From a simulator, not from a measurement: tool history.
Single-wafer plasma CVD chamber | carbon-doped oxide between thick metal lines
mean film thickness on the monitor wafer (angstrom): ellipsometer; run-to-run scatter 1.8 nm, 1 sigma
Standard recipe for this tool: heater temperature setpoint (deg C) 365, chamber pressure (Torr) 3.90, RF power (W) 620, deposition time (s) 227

run   hour  heater temperature setpoint (deg C)  chamber pressure (Torr)  RF power (W)  deposition time (s)  wafers since the last listed run  hours since the last thermocouple change  hours since the last RF generator calibration  hours since the last manometer calibration  hours since the showerhead was replaced  hours since the gauge calibration  read-back reference wafer on the same gauge, thickness_nm  mean film thickness on the monitor wafer (angstrom)
  1    0.0                                  365                     3.90           620                  227                                 0                                     113.9                                         1834.9                                      2337.3                                   5880.7                              124.0                                                   1249.079                                             11646.58
  2   21.6                                  365                     3.90           620                  227                               112                                     135.5                                         1856.5                                      2358.9                                   5902.3                              145.6                                                   1249.824                                             11652.73
  3   38.4                                  365                     3.90           685                  227                                87                                     152.3                                         1873.3                                      2375.7                                   5919.1                              162.4                                                   1250.244                                             12190.81
      51.8  -- capacitance manometer re-zeroed and calibrated
  4   55.4                                  365                     3.90           650                  227                                46                                     169.3                                         1890.3                                         3.6                                   5936.1                              179.4                                                   1250.161                                             11912.43
  5   84.6                                  365                     3.90           620                  227                               152                                     198.5                                         1919.5                                        32.8                                   5965.3                              208.6                                                   1250.188                                             11656.99
  6  103.4                                  359                     3.52           590                  227                                97                                     217.3                                         1938.3                                        51.6                                   5984.1                              227.4                                                   1249.605                                             11323.29
  7  132.6                                  365                     4.37           620                  227                               152                                     246.5                                         1967.5                                        80.8                                   6013.3                              256.6                                                   1250.347                                             11888.51
  8  147.2                                  361                     4.61           515                  251                                76                                     261.1                                         1982.1                                        95.4                                   6027.9                              271.2                                                   1250.698                                             12369.26
  9  174.1                                  359                     4.72           620                  227                               140                                     288.0                                         2009.0                                       122.3                                   6054.8                              298.1                                                   1249.436                                             12198.89
 10  193.6                                  352                     4.33           685                  185                               101                                     307.5                                         2028.5                                       141.8                                   6074.3                              317.6                                                   1250.270                                             10423.19
 11  208.5                                  365                     3.90           620                  227                                77                                     322.4                                         2043.4                                       156.7                                   6089.2                              332.5                                                   1249.837                                             11609.17
 12  241.8                                  352                     4.58           620                  227                               173                                     355.7                                         2076.7                                       190.0                                   6122.5                              365.8                                                   1249.597                                             12287.31
 13  255.6                                  365                     3.90           655                  272                                71                                     369.5                                         2090.5                                       203.8                                   6136.3                              379.6                                                   1250.105                                             14231.80
     284.1  -- RF generator calibrated
     292.5  -- showerhead replaced
 14  293.0                                  365                     3.52           515                  242                               111                                     406.9                                            8.9                                       241.2                                      0.5                              417.0                                                   1249.629                                             11573.70
 15  309.7                                  365                     3.90           710                  227                                87                                     423.6                                           25.6                                       257.9                                     17.2                              433.7                                                   1249.461                                             12687.96
 16  344.4                                  352                     4.22           620                  251                               180                                     458.3                                           60.3                                       292.6                                     51.9                              468.4                                                   1250.055                                             13784.86
 17  373.2                                  370                     4.24           660                  252                               150                                     487.1                                           89.1                                       321.4                                     80.7                              497.2                                                   1250.378                                             13743.82
 18  385.7                                  365                     4.47           620                  227                                65                                     499.6                                          101.6                                       333.9                                     93.2                              509.7                                                   1250.551                                             12307.94
 19  403.7                                  365                     3.90           620                  227                                93                                     517.6                                          119.6                                       351.9                                    111.2                              527.7                                                   1250.455                                             11936.19
 20  430.5                                  375                     4.26           570                  244                               139                                     544.4                                          146.4                                       378.7                                    138.0                              554.5                                                   1250.565                                             12368.54
 21  449.1                                  365                     3.34           580                  227                                96                                     563.0                                          165.0                                       397.3                                    156.6                              573.1                                                   1249.608                                             11279.15
 22  477.4                                  365                     3.90           620                  227                               147                                     591.3                                          193.3                                       425.6                                    184.9                              601.4                                                   1249.501                                             11946.41
 23  506.4                                  370                     3.90           535                  193                               151                                     620.3                                          222.3                                       454.6                                    213.9                              630.4                                                   1250.641                                              9466.72
 24  524.0                                  352                     3.37           670                  215                                91                                     637.9                                          239.9                                       472.2                                    231.5                              648.0                                                   1249.215                                             11712.72
 25  542.2                                  377                     3.90           620                  227                                94                                     656.1                                          258.1                                       490.4                                    249.7                              666.2                                                   1251.122                                             11678.02
     551.9  -- gauge calibrated
 26  561.5                                  365                     3.34           580                  227                               100                                     675.4                                          277.4                                       509.7                                    269.0                                9.6                                                   1250.696                                             11280.20
 27  579.7                                  365                     3.34           580                  227                                94                                     693.6                                          295.6                                       527.9                                    287.2                               27.8                                                   1249.413                                             11260.75
 28  604.3                                  372                     3.90           700                  227                               128                                     718.2                                          320.2                                       552.5                                    311.8                               52.4                                                   1250.717                                             12431.10
 29  638.7                                  365                     3.02           665                  227                               179                                     752.6                                          354.6                                       586.9                                    346.2                               86.8                                                   1249.905                                             11799.83

Alternative continuations, all from the tool just after run 29; predict every row:
  A  639.2                                  378                     3.90           620                  227                                 2                                     753.1                                          355.1                                       587.4                                    346.7                               87.3                                                          ?                                                    ?
  B  639.2                                  365                     3.90           540                  227                                 2                                     753.1                                          355.1                                       587.4                                    346.7                               87.3                                                          ?                                                    ?
  C  639.2                                  378                     3.90           525                  227                                 2                                     753.1                                          355.1                                       587.4                                    346.7                               87.3                                                          ?                                                    ?

run  read-back reference wafer on the same gauge, thickness_nm  mean film thickness on the monitor wafer (angstrom)
  A                                                   1250.392                                             11653.46
  B                                                   1250.392                                             11245.86
  C                                                   1250.392                                             10854.63
Stripped of hidden state, with their random variation kept, the same runs would have yielded:
run  mean film thickness on the monitor wafer (angstrom)
  A                                             11690.93
  B                                             11283.92
  C                                             10889.92
